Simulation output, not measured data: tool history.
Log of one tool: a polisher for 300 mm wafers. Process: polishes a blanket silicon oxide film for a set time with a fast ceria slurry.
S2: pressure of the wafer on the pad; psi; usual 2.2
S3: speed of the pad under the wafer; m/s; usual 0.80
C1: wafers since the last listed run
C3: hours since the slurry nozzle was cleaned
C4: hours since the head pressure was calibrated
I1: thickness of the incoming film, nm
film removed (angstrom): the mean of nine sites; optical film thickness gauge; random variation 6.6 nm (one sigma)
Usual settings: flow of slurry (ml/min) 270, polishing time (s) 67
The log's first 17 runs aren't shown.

Run 18, hour 1542.2: usual settings; C1 1606; wafers polished on this pad 6465; C3 350.8; C4 275.5; I1 3436.9. Result: film removed (angstrom) 5774.
Run 19, hour 1634.9: usual settings; C1 1444; wafers polished on this pad 7910; C3 443.5; C4 368.2; I1 3416.5. Result: film removed (angstrom) 5769.
At hour 1695.5: worn pad replaced by a new one.
Run 20, hour 1701.3: usual settings but flow of slurry (ml/min) 310; C1 972; wafers polished on this pad 90; C3 509.9; C4 434.6; I1 3429.2. Result: film removed (angstrom) 5833.
Run 21, hour 1738.9: usual settings but flow of slurry (ml/min) 235, S2 1.6 psi, S3 1.02 m/s; C1 585; wafers polished on this pad 676; C3 547.5; C4 472.2; I1 3403.8. Result: film removed (angstrom) 5986.
At hour 1870.9: slurry nozzle cleaned.
Run 22, hour 2031.0: usual settings but flow of slurry (ml/min) 185, S2 2.0 psi; C1 4536; wafers polished on this pad 5212; C3 160.1; C4 764.3; I1 3418.9. Result: film removed (angstrom) 5358.
Run 23, hour 2076.1: usual settings but polishing time (s) 76; C1 702; wafers polished on this pad 5915; C3 205.2; C4 809.4; I1 3388.7. Result: film removed (angstrom) 6568.
At hour 2143.6: head pressure recalibrated.
Run 24, hour 2334.9: usual settings but flow of slurry (ml/min) 355, S2 3.0 psi, S3 0.88 m/s; C1 4002; wafers polished on this pad 9917; C3 464.0; C4 191.3; I1 3452.1. Result: film removed (angstrom) 8109.
At hour 2374.2: worn pad replaced by a new one.
Run 25, hour 2391.3: usual settings but S2 1.5 psi, S3 1.02 m/s; C1 816; wafers polished on this pad 266; C3 520.4; C4 247.7; I1 3375.2. Result: film removed (angstrom) 5870.
Run 26, hour 2471.1: usual settings; C1 1243; wafers polished on this pad 1510; C3 600.2; C4 327.5; I1 3388.1. Result: film removed (angstrom) 5764.
At hour 2487.2: slurry nozzle cleaned.
Run 27, hour 2539.8: usual settings but S3 0.92 m/s, polishing time (s) 85; C1 1055; wafers polished on this pad 2565; C3 52.6; C4 396.2; I1 3422.7. Result: film removed (angstrom) 8505.
At hour 2809.5: head pressure recalibrated.
Run 28, hour 2822.8: usual settings but flow of slurry (ml/min) 205, polishing time (s) 87; C1 4379; wafers polished on this pad 6944; C3 335.6; C4 13.3; I1 3428.8. Result: film removed (angstrom) 7409.
Run 29, hour 2907.9: usual settings; C1 1326; wafers polished on this pad 8270; C3 420.7; C4 98.4; I1 3414.7. Result: film removed (angstrom) 5735.
Run 30, hour 2962.9: usual settings but S2 1.5 psi, polishing time (s) 82; C1 857; wafers polished on this pad 9127; C3 475.7; C4 153.4; I1 3377.6. Result: film removed (angstrom) 5719.
At hour 2970.6: worn pad replaced by a new one.
Run 31, hour 3022.3: usual settings but S3 0.94 m/s, polishing time (s) 57; C1 863; wafers polished on this pad 805; C3 535.1; C4 212.8; I1 3431.5. Result: film removed (angstrom) 5815.
Run 32, hour 3060.6: usual settings but S2 2.9 psi, polishing time (s) 78; C1 596; wafers polished on this pad 1402; C3 573.4; C4 251.1; I1 3433.5. Result: film removed (angstrom) 8006.

5 ways to go on from here, each from the tool as it stands after run 32. What would each give?
Run A, hour 3061.0: usual settings; C1 6; wafers polished on this pad 1408; C3 573.8; C4 251.5; I1 3418.1. Result: film removed (angstrom) ?.
Run B, hour 3061.0: usual settings but S2 2.4 psi, S3 0.54 m/s, polishing time (s) 61; C1 6; wafers polished on this pad 1408; C3 573.8; C4 251.5; I1 3418.1. Result: film removed (angstrom) ?.
Run C, hour 3061.0: usual settings but S2 2.9 psi; C1 6; wafers polished on this pad 1408; C3 573.8; C4 251.5; I1 3418.1. Result: film removed (angstrom) ?.
Run D, hour 3061.0: usual settings but polishing time (s) 57; C1 6; wafers polished on this pad 1408; C3 573.8; C4 251.5; I1 3418.1. Result: film removed (angstrom) ?.
Run E, hour 3061.0: usual settings but S2 2.7 psi, S3 0.62 m/s, polishing time (s) 59; C1 6; wafers polished on this pad 1408; C3 573.8; C4 251.5; I1 3418.1. Result: film removed (angstrom) ?.

run  film removed (angstrom)
  A                     5803
  B                     3761
  C                     6911
  D                     4937
  E                     4500
Without the tool's hidden state the same runs would have given:
run  film removed (angstrom)
  A                     5890
  B                     3817
  C                     7015
  D                     5011
  E                     4568
